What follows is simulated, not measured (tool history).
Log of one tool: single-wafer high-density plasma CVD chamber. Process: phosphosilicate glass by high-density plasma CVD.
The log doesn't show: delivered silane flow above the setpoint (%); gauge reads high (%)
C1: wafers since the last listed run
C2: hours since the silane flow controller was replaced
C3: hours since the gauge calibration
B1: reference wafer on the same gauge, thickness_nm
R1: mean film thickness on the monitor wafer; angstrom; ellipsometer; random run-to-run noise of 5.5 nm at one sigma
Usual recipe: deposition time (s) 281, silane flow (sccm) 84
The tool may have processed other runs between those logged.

Run 1, day 0: usual settings; C1 0; C2 2077.9; C3 38.6; B1 2209.771. Result: R1 24409.05 angstrom.
Run 2, day 2.679: usual settings; C1 341; C2 2142.2; C3 102.9; B1 2210.012. Result: R1 24443.77 angstrom.
Run 3, day 5.258: usual settings; C1 328; C2 2204.1; C3 164.8; B1 2209.135. Result: R1 24413.6 angstrom.
Run 4, day 6.771: usual settings but deposition time (s) 295; C1 192; C2 2240.4; C3 201.1; B1 2210.888. Result: R1 25738.03 angstrom.
Run 5, day 8.525: usual settings but deposition time (s) 295; C1 223; C2 2282.5; C3 243.2; B1 2209.846. Result: R1 25641.18 angstrom.
Run 6, day 10.05: usual settings but deposition time (s) 295; C1 194; C2 2319.1; C3 279.8; B1 2209.254. Result: R1 25813.98 angstrom.
Run 7, day 12.883: usual settings; C1 360; C2 2387.1; C3 347.8; B1 2209.719. Result: R1 24540.88 angstrom.
Run 8, day 14.458: usual settings; C1 200; C2 2424.9; C3 385.6; B1 2209.535. Result: R1 24442.53 angstrom.
Run 9, day 17.325: usual settings; C1 365; C2 2493.7; C3 454.4; B1 2210.219. Result: R1 24619.89 angstrom.
Run 10, day 19.592: usual settings but deposition time (s) 300; C1 288; C2 2548.1; C3 508.8; B1 2208.517. Result: R1 26169.16 angstrom.
Run 11, day 22.129: usual settings but deposition time (s) 255, silane flow (sccm) 91; C1 323; C2 2609; C3 569.7; B1 2210.98. Result: R1 24101.93 angstrom.
Run 12, day 23.688: usual settings; C1 198; C2 2646.4; C3 607.1; B1 2209.43. Result: R1 24600.07 angstrom.
At day 24.629: gauge calibrated.
At day 31.554: silane flow controller replaced.
Run 13, day 31.575: usual settings but deposition time (s) 295; C1 962; C2 0.5; C3 166.7; B1 2209.156. Result: R1 26089.86 angstrom.
Run 14, day 37.883: usual settings but deposition time (s) 237, silane flow (sccm) 95; C1 803; C2 151.9; C3 318.1; B1 2210.83. Result: R1 23823.86 angstrom.
Run 15, day 40.642: usual settings but deposition time (s) 327; C1 351; C2 218.1; C3 384.3; B1 2208.948. Result: R1 28899.27 angstrom.
At day 41.575: silane flow controller replaced, repeated, since the last time left the tool worse.
Run 16, day 41.762: usual settings but deposition time (s) 328, silane flow (sccm) 96; C1 100; C2 4.5; C3 411.2; B1 2209.469. Result: R1 32069.5 angstrom.
Run 17, day 44.067: usual settings but deposition time (s) 225; C1 293; C2 59.8; C3 466.5; B1 2210.285. Result: R1 19204.08 angstrom.
At day 45.117: gauge calibrated.
Run 18, day 46.067: usual settings but deposition time (s) 313, silane flow (sccm) 68; C1 254; C2 107.8; C3 22.8; B1 2209.515. Result: R1 21719.57 angstrom.

What if the next run were any one of these 3? Each begins from the tool's condition after run 18:
Run A, day 46.088: usual settings; C1 2; C2 108.3; C3 23.3; B1 ?. Result: R1 ?.
Run B, day 46.088: usual settings but deposition time (s) 248, silane flow (sccm) 79; C1 2; C2 108.3; C3 23.3; B1 ?. Result: R1 ?.
Run C, day 46.088: usual settings but deposition time (s) 248, silane flow (sccm) 70; C1 2; C2 108.3; C3 23.3; B1 ?. Result: R1 ?.

run        B1        R1
  A  2209.365     24058
  B  2209.365  19968.84
  C  2209.365  17693.91
With the hidden condition removed and each run's random variation left untouched, the same runs would have given:
run        R1
  A  24068.88
  B  19977.86
  C  17701.91

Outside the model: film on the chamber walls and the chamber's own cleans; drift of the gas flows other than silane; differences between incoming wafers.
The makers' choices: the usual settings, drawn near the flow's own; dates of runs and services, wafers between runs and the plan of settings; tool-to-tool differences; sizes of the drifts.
